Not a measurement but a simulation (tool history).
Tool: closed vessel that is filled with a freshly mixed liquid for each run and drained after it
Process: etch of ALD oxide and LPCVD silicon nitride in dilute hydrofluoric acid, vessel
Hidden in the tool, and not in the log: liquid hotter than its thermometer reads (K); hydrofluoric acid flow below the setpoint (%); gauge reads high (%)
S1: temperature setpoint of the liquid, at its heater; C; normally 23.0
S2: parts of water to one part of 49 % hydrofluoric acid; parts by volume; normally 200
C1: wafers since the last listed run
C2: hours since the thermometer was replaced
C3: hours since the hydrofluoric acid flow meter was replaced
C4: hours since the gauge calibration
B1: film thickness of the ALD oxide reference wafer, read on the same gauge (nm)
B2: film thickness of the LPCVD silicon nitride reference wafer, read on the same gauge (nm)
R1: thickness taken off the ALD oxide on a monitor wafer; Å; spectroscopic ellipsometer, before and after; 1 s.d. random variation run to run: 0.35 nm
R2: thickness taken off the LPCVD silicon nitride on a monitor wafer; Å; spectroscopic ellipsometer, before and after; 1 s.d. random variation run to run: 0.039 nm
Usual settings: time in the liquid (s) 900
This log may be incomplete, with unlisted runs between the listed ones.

{"run": 1, "hour": 0.0, "S1": 23.0, "S2": 200, "time in the liquid (s)": 900, "C1": 0, "C2": 1288.0, "C3": 768.9, "C4": 20.0, "B1": 120.01, "B2": 99.962, "R1": 430.4, "R2": 23.66}
{"run": 2, "hour": 27.0, "S1": 23.0, "S2": 200, "time in the liquid (s)": 900, "C1": 1328, "C2": 1315.0, "C3": 795.9, "C4": 47.0, "B1": 119.98, "B2": 100.02, "R1": 437.4, "R2": 23.56}
{"run": 3, "hour": 59.0, "S1": 23.0, "S2": 200, "time in the liquid (s)": 1270, "C1": 1574, "C2": 1347.0, "C3": 827.9, "C4": 79.0, "B1": 119.98, "B2": 100.013, "R1": 627.0, "R2": 35.53}
{"run": 4, "hour": 94.0, "S1": 23.0, "S2": 200, "time in the liquid (s)": 1270, "C1": 1722, "C2": 1382.0, "C3": 862.9, "C4": 114.0, "B1": 119.98, "B2": 100.01, "R1": 619.2, "R2": 34.98}
{"run": 5, "hour": 128.9, "S1": 23.0, "S2": 200, "time in the liquid (s)": 900, "C1": 1717, "C2": 1416.9, "C3": 897.8, "C4": 148.9, "B1": 120.01, "B2": 100.027, "R1": 442.9, "R2": 24.92}
{"run": 6, "hour": 161.8, "S1": 23.0, "S2": 175, "time in the liquid (s)": 900, "C1": 1619, "C2": 1449.8, "C3": 930.7, "C4": 181.8, "B1": 120.01, "B2": 100.01, "R1": 525.9, "R2": 28.47}
{"run": 7, "hour": 173.8, "S1": 23.0, "S2": 175, "time in the liquid (s)": 900, "C1": 590, "C2": 1461.8, "C3": 942.7, "C4": 193.8, "B1": 119.99, "B2": 99.974, "R1": 519.8, "R2": 28.34}
{"run": 8, "hour": 240.0, "S1": 20.0, "S2": 200, "time in the liquid (s)": 900, "C1": 3258, "C2": 1528.0, "C3": 1008.9, "C4": 260.0, "B1": 120.0, "B2": 100.016, "R1": 402.0, "R2": 20.33}
{"run": 9, "hour": 268.9, "S1": 20.0, "S2": 200, "time in the liquid (s)": 900, "C1": 1422, "C2": 1556.9, "C3": 1037.8, "C4": 288.9, "B1": 120.0, "B2": 99.965, "R1": 398.0, "R2": 21.38}
{"hour": 284.1, "done": "hydrofluoric acid flow meter replaced"}
{"run": 10, "hour": 294.9, "S1": 23.0, "S2": 200, "time in the liquid (s)": 900, "C1": 1230, "C2": 1582.9, "C3": 10.8, "C4": 314.9, "B1": 120.0, "B2": 99.989, "R1": 441.1, "R2": 25.42}
{"hour": 300.5, "done": "gauge calibrated"}
{"run": 11, "hour": 306.9, "S1": 26.0, "S2": 155, "time in the liquid (s)": 1385, "C1": 590, "C2": 1594.9, "C3": 22.8, "C4": 6.4, "B1": 120.0, "B2": 100.01, "R1": 1051.7, "R2": 60.36}
{"hour": 328.9, "done": "thermometer replaced"}
{"run": 12, "hour": 329.4, "S1": 23.0, "S2": 290, "time in the liquid (s)": 415, "C1": 1058, "C2": 0.5, "C3": 45.3, "C4": 28.9, "B1": 120.0, "B2": 99.968, "R1": 115.7, "R2": 6.64}
{"run": 13, "hour": 343.2, "S1": 23.0, "S2": 230, "time in the liquid (s)": 900, "C1": 679, "C2": 14.3, "C3": 59.1, "C4": 42.7, "B1": 120.0, "B2": 100.016, "R1": 338.3, "R2": 18.44}
{"run": 14, "hour": 358.2, "S1": 23.0, "S2": 110, "time in the liquid (s)": 900, "C1": 738, "C2": 29.3, "C3": 74.1, "C4": 57.7, "B1": 119.99, "B2": 100.03, "R1": 797.8, "R2": 37.55}
{"run": 15, "hour": 375.4, "S1": 23.0, "S2": 175, "time in the liquid (s)": 900, "C1": 846, "C2": 46.5, "C3": 91.3, "C4": 74.9, "B1": 120.01, "B2": 99.98, "R1": 476.0, "R2": 25.0}
{"run": 16, "hour": 402.9, "S1": 23.0, "S2": 200, "time in the liquid (s)": 900, "C1": 1353, "C2": 74.0, "C3": 118.8, "C4": 102.4, "B1": 120.0, "B2": 100.019, "R1": 401.2, "R2": 21.16}
{"run": 17, "hour": 415.8, "S1": 28.0, "S2": 125, "time in the liquid (s)": 395, "C1": 634, "C2": 86.9, "C3": 131.7, "C4": 115.3, "B1": 119.99, "B2": 99.975, "R1": 377.4, "R2": 20.55}
{"run": 18, "hour": 445.9, "S1": 20.5, "S2": 285, "time in the liquid (s)": 1240, "C1": 1481, "C2": 117.0, "C3": 161.8, "C4": 145.4, "B1": 120.0, "B2": 100.005, "R1": 328.9, "R2": 17.44}
{"run": 19, "hour": 464.9, "S1": 27.5, "S2": 140, "time in the liquid (s)": 1055, "C1": 935, "C2": 136.0, "C3": 180.8, "C4": 164.4, "B1": 120.0, "B2": 100.009, "R1": 861.1, "R2": 46.69}

Exercise: give the hidden state of the tool at every run:
hydrofluoric acid flow below the setpoint (%): 0, the same for each run
gauge reads high (%): 0, the same for each run
H1: liquid hotter than its thermometer reads (K)
run=1 H1=2.67
run=2 H1=2.72
run=3 H1=2.77
run=4 H1=2.83
run=5 H1=2.89
run=6 H1=2.95
run=7 H1=2.97
run=8 H1=3.08
run=9 H1=3.13
run=10 H1=3.18
run=11 H1=3.2
run=12 H1=0.318
run=13 H1=0.342
run=14 H1=0.367
run=15 H1=0.397
run=16 H1=0.445
run=17 H1=0.467
run=18 H1=0.519
run=19 H1=0.552

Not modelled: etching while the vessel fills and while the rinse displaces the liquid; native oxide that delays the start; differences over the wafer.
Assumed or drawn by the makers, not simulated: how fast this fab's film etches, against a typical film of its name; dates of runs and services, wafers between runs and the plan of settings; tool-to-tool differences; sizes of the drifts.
